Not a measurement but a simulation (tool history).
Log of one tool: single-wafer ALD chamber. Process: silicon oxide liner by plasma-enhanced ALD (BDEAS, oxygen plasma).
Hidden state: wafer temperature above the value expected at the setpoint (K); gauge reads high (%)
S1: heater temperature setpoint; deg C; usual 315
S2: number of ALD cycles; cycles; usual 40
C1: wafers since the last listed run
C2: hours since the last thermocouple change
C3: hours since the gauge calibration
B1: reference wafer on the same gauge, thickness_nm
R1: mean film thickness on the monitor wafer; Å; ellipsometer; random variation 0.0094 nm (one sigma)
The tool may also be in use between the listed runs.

Run 1, day 0: usual settings; C1 0; C2 1685.3; C3 724.8; B1 3.313. Result: R1 38.05 Å.
Run 2, day 2.738: usual settings; C1 723; C2 1751; C3 790.5; B1 3.318. Result: R1 38.18 Å.
Run 3, day 4.362: usual settings; C1 429; C2 1790; C3 829.5; B1 3.318. Result: R1 38.1 Å.
Run 4, day 6.85: usual settings; C1 657; C2 1849.7; C3 889.2; B1 3.324. Result: R1 38.27 Å.
Run 5, day 8.367: usual settings but S1 310 deg C; C1 400; C2 1886.1; C3 925.6; B1 3.325. Result: R1 38.48 Å.
Run 6, day 11.333: usual settings but S2 34 cycles; C1 784; C2 1957.3; C3 996.8; B1 3.329. Result: R1 32.67 Å.
Run 7, day 13.862: usual settings but S2 34 cycles; C1 668; C2 2018; C3 1057.5; B1 3.332. Result: R1 32.52 Å.
Run 8, day 15.767: usual settings but S2 34 cycles; C1 503; C2 2063.7; C3 1103.2; B1 3.336. Result: R1 32.6 Å.
Run 9, day 17.608: usual settings but S1 306 deg C, S2 46 cycles; C1 486; C2 2107.9; C3 1147.4; B1 3.341. Result: R1 44.45 Å.
Run 10, day 18.667: usual settings but S1 306 deg C, S2 46 cycles; C1 279; C2 2133.3; C3 1172.8; B1 3.338. Result: R1 44.59 Å.
Run 11, day 20.196: usual settings; C1 404; C2 2170; C3 1209.5; B1 3.34. Result: R1 38.49 Å.
Run 12, day 21.638: usual settings; C1 380; C2 2204.6; C3 1244.1; B1 3.343. Result: R1 38.7 Å.
Run 13, day 29.329: usual settings; C1 2032; C2 2389.2; C3 1428.7; B1 3.354. Result: R1 38.53 Å.
Run 14, day 31.471: usual settings; C1 565; C2 2440.6; C3 1480.1; B1 3.358. Result: R1 38.76 Å.
At day 31.821: thermocouple changed; heater temperature recalibrated.
At day 32: gauge calibrated.
Run 15, day 32.721: usual settings but S1 323 deg C; C1 242; C2 21.6; C3 17.3; B1 3.288. Result: R1 37.41 Å.
Run 16, day 34.642: usual settings; C1 507; C2 67.7; C3 63.4; B1 3.29. Result: R1 37.93 Å.
Run 17, day 36.429: usual settings; C1 472; C2 110.6; C3 106.3; B1 3.293. Result: R1 37.88 Å.
Run 18, day 39.171: usual settings but S1 303 deg C; C1 724; C2 176.4; C3 172.1; B1 3.296. Result: R1 38.33 Å.
Run 19, day 41.888: usual settings; C1 717; C2 241.6; C3 237.3; B1 3.3. Result: R1 38.02 Å.
Run 20, day 44.275: usual settings but S1 301 deg C, S2 46 cycles; C1 630; C2 298.9; C3 294.6; B1 3.303. Result: R1 44.55 Å.
Run 21, day 46.533: usual settings but S1 311 deg C; C1 596; C2 353.1; C3 348.8; B1 3.306. Result: R1 38.08 Å.
Run 22, day 48.95: usual settings; C1 638; C2 411.1; C3 406.8; B1 3.31. Result: R1 38.11 Å.
Run 23, day 51.05: usual settings; C1 554; C2 461.5; C3 457.2; B1 3.312. Result: R1 38.02 Å.
Run 24, day 52.354: usual settings but S1 305 deg C, S2 44 cycles; C1 344; C2 492.8; C3 488.5; B1 3.317. Result: R1 42.67 Å.
Run 25, day 54.838: usual settings but S1 304 deg C, S2 38 cycles; C1 656; C2 552.4; C3 548.1; B1 3.318. Result: R1 36.74 Å.
Run 26, day 63.2: usual settings; C1 2209; C2 753.1; C3 748.8; B1 3.329. Result: R1 38.3 Å.
Run 27, day 71.429: usual settings but S2 47 cycles; C1 2174; C2 950.6; C3 946.3; B1 3.342. Result: R1 45.11 Å.
Run 28, day 74.333: usual settings but S1 327 deg C, S2 33 cycles; C1 767; C2 1020.3; C3 1016; B1 3.346. Result: R1 31.24 Å.
Run 29, day 76.525: usual settings but S1 302 deg C, S2 45 cycles; C1 579; C2 1072.9; C3 1068.6; B1 3.348. Result: R1 44.19 Å.
Run 30, day 78: usual settings but S2 34 cycles; C1 389; C2 1108.3; C3 1104; B1 3.35. Result: R1 32.74 Å.
Run 31, day 79.788: usual settings but S1 325 deg C, S2 36 cycles; C1 472; C2 1151.2; C3 1146.9; B1 3.353. Result: R1 34.18 Å.
Run 32, day 80.9: usual settings; C1 294; C2 1177.9; C3 1173.6; B1 3.356. Result: R1 38.4 Å.
At day 81.971: gauge calibrated.
Run 33, day 83.592: usual settings but S1 330 deg C, S2 37 cycles; C1 711; C2 1242.5; C3 38.9; B1 3.284. Result: R1 34.2 Å.
Run 34, day 84.7: usual settings but S1 311 deg C; C1 292; C2 1269.1; C3 65.5; B1 3.283. Result: R1 38.02 Å.
Run 35, day 85.958: usual settings but S1 307 deg C; C1 332; C2 1299.3; C3 95.7; B1 3.287. Result: R1 38.04 Å.

Forecast each of these 5 alternatives for the next run:
Run A, day 85.979: usual settings but S1 322 deg C; C1 5; C2 1299.8; C3 96.2; B1 ?. Result: R1 ?.
Run B, day 85.979: usual settings but S1 306 deg C; C1 5; C2 1299.8; C3 96.2; B1 ?. Result: R1 ?.
Run C, day 85.979: usual settings but S1 321 deg C, S2 32 cycles; C1 5; C2 1299.8; C3 96.2; B1 ?. Result: R1 ?.
Run D, day 85.979: usual settings but S1 319 deg C, S2 42 cycles; C1 5; C2 1299.8; C3 96.2; B1 ?. Result: R1 ?.
Run E, day 85.979: usual settings but S1 300 deg C, S2 47 cycles; C1 5; C2 1299.8; C3 96.2; B1 ?. Result: R1 ?.

run     B1     R1
  A  3.284  37.44
  B  3.284   38.2
  C  3.284  29.99
  D  3.284  39.46
  E  3.284  45.22
Without the tool's hidden state the same runs would have given:
run     R1
  A  37.37
  B  38.13
  C  29.94
  D  39.39
  E  45.14

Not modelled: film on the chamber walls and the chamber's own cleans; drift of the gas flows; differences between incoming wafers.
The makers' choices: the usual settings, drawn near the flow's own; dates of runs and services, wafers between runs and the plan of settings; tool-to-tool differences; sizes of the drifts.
